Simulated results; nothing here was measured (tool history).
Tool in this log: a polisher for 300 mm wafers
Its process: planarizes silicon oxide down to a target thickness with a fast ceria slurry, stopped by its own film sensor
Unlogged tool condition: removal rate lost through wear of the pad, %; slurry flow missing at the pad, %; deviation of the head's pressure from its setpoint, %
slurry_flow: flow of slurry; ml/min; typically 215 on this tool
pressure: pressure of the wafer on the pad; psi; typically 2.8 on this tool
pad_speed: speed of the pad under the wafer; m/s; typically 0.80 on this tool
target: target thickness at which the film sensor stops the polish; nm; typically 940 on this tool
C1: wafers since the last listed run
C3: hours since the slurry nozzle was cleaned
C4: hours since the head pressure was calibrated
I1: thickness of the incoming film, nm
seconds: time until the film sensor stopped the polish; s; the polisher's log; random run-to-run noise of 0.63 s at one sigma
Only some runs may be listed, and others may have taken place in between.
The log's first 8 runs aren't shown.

{"run": 9, "hour": 659.6, "slurry_flow": 215, "pressure": 2.8, "pad_speed": 0.8, "target": 940, "C1": 907, "wafers polished on this pad": 3105, "C3": 246.9, "C4": 657.7, "I1": 1546.0, "seconds": 45.0}
{"run": 10, "hour": 757.5, "slurry_flow": 215, "pressure": 2.8, "pad_speed": 0.8, "target": 940, "C1": 1014, "wafers polished on this pad": 4119, "C3": 344.8, "C4": 755.6, "I1": 1488.8, "seconds": 40.9}
{"run": 11, "hour": 834.1, "slurry_flow": 215, "pressure": 2.8, "pad_speed": 0.8, "target": 940, "C1": 793, "wafers polished on this pad": 4913, "C3": 421.4, "C4": 832.2, "I1": 1530.7, "seconds": 45.2}
{"hour": 875.6, "done": "worn pad replaced by a new one"}
{"hour": 876.2, "done": "slurry nozzle cleaned"}
{"run": 12, "hour": 887.1, "slurry_flow": 215, "pressure": 2.8, "pad_speed": 0.8, "target": 940, "C1": 500, "wafers polished on this pad": 112, "C3": 10.9, "C4": 885.2, "I1": 1512.7, "seconds": 43.0}
{"run": 13, "hour": 984.3, "slurry_flow": 215, "pressure": 2.8, "pad_speed": 0.8, "target": 940, "C1": 1006, "wafers polished on this pad": 1119, "C3": 108.1, "C4": 982.4, "I1": 1541.3, "seconds": 44.8}
{"run": 14, "hour": 1070.3, "slurry_flow": 215, "pressure": 2.8, "pad_speed": 0.8, "target": 940, "C1": 890, "wafers polished on this pad": 2010, "C3": 194.1, "C4": 1068.4, "I1": 1513.1, "seconds": 42.2}
{"run": 15, "hour": 1128.6, "slurry_flow": 215, "pressure": 2.8, "pad_speed": 0.8, "target": 940, "C1": 603, "wafers polished on this pad": 2614, "C3": 252.4, "C4": 1126.7, "I1": 1518.4, "seconds": 41.7}
{"run": 16, "hour": 1212.6, "slurry_flow": 215, "pressure": 2.8, "pad_speed": 0.8, "target": 940, "C1": 870, "wafers polished on this pad": 3484, "C3": 336.4, "C4": 1210.7, "I1": 1516.6, "seconds": 43.4}
{"hour": 1258.4, "done": "head pressure recalibrated"}
{"run": 17, "hour": 1314.3, "slurry_flow": 215, "pressure": 2.8, "pad_speed": 0.8, "target": 817, "C1": 1032, "wafers polished on this pad": 4517, "C3": 438.1, "C4": 55.9, "I1": 1519.3, "seconds": 51.2}
{"hour": 1327.9, "done": "slurry nozzle cleaned"}
{"run": 18, "hour": 1419.9, "slurry_flow": 290, "pressure": 1.9, "pad_speed": 1.06, "target": 1125, "C1": 1083, "wafers polished on this pad": 5600, "C3": 92.0, "C4": 161.5, "I1": 1521.5, "seconds": 33.1}
{"hour": 1452.6, "done": "worn pad replaced by a new one"}
{"run": 19, "hour": 1505.4, "slurry_flow": 215, "pressure": 2.8, "pad_speed": 0.8, "target": 940, "C1": 844, "wafers polished on this pad": 546, "C3": 177.5, "C4": 247.0, "I1": 1515.3, "seconds": 42.0}
{"run": 20, "hour": 1596.5, "slurry_flow": 215, "pressure": 2.8, "pad_speed": 0.8, "target": 940, "C1": 943, "wafers polished on this pad": 1490, "C3": 268.6, "C4": 338.1, "I1": 1490.9, "seconds": 41.4}
{"run": 21, "hour": 1678.8, "slurry_flow": 215, "pressure": 2.8, "pad_speed": 0.8, "target": 817, "C1": 852, "wafers polished on this pad": 2342, "C3": 350.9, "C4": 420.4, "I1": 1543.9, "seconds": 54.8}
{"run": 22, "hour": 1770.1, "slurry_flow": 215, "pressure": 2.8, "pad_speed": 0.96, "target": 1098, "C1": 945, "wafers polished on this pad": 3288, "C3": 442.2, "C4": 511.7, "I1": 1518.6, "seconds": 26.5}
{"hour": 1823.6, "done": "slurry nozzle cleaned"}
{"run": 23, "hour": 1848.7, "slurry_flow": 270, "pressure": 2.3, "pad_speed": 0.88, "target": 940, "C1": 803, "wafers polished on this pad": 4092, "C3": 25.1, "C4": 590.3, "I1": 1532.0, "seconds": 48.4}
{"hour": 1899.4, "done": "worn pad replaced by a new one"}
{"run": 24, "hour": 1907.7, "slurry_flow": 215, "pressure": 2.8, "pad_speed": 0.72, "target": 940, "C1": 569, "wafers polished on this pad": 85, "C3": 84.1, "C4": 649.3, "I1": 1515.0, "seconds": 46.5}
{"run": 25, "hour": 1951.0, "slurry_flow": 215, "pressure": 2.8, "pad_speed": 0.8, "target": 1035, "C1": 448, "wafers polished on this pad": 534, "C3": 127.4, "C4": 692.6, "I1": 1521.7, "seconds": 35.4}
{"run": 26, "hour": 1987.7, "slurry_flow": 215, "pressure": 3.1, "pad_speed": 0.98, "target": 940, "C1": 380, "wafers polished on this pad": 914, "C3": 164.1, "C4": 729.3, "I1": 1511.8, "seconds": 32.1}
{"run": 27, "hour": 2081.3, "slurry_flow": 215, "pressure": 2.8, "pad_speed": 0.8, "target": 940, "C1": 969, "wafers polished on this pad": 1883, "C3": 257.7, "C4": 822.9, "I1": 1538.9, "seconds": 46.0}
{"run": 28, "hour": 2188.0, "slurry_flow": 145, "pressure": 3.6, "pad_speed": 0.8, "target": 940, "C1": 1105, "wafers polished on this pad": 2989, "C3": 364.4, "C4": 929.6, "I1": 1522.5, "seconds": 35.6}
{"run": 29, "hour": 2239.1, "slurry_flow": 215, "pressure": 2.8, "pad_speed": 0.8, "target": 940, "C1": 529, "wafers polished on this pad": 3518, "C3": 415.5, "C4": 980.7, "I1": 1525.0, "seconds": 43.2}
{"hour": 2337.9, "done": "slurry nozzle cleaned"}
{"run": 30, "hour": 2345.4, "slurry_flow": 215, "pressure": 2.8, "pad_speed": 0.8, "target": 940, "C1": 1090, "wafers polished on this pad": 4609, "C3": 7.5, "C4": 1087.0, "I1": 1529.8, "seconds": 43.6}
{"hour": 2395.7, "done": "head pressure recalibrated"}
{"hour": 2399.0, "done": "worn pad replaced by a new one"}
{"run": 31, "hour": 2399.5, "slurry_flow": 185, "pressure": 2.1, "pad_speed": 0.6, "target": 994, "C1": 505, "wafers polished on this pad": 5, "C3": 61.6, "C4": 3.8, "I1": 1521.9, "seconds": 66.1}
{"run": 32, "hour": 2491.3, "slurry_flow": 215, "pressure": 2.8, "pad_speed": 0.8, "target": 940, "C1": 950, "wafers polished on this pad": 956, "C3": 153.4, "C4": 95.6, "I1": 1490.0, "seconds": 40.7}

The next listed run, before its measurement:
{"run": 33, "hour": 2567.8, "slurry_flow": 215, "pressure": 3.2, "pad_speed": 0.8, "target": 1093, "C1": 792, "wafers polished on this pad": 1748, "C3": 229.9, "C4": 172.1, "I1": 1525.3, "seconds": "?"}

Run 33 gave seconds 28.2 s.
On a tool with no hidden condition, and with the same random variation, this run would have come out at seconds 28.2 s.

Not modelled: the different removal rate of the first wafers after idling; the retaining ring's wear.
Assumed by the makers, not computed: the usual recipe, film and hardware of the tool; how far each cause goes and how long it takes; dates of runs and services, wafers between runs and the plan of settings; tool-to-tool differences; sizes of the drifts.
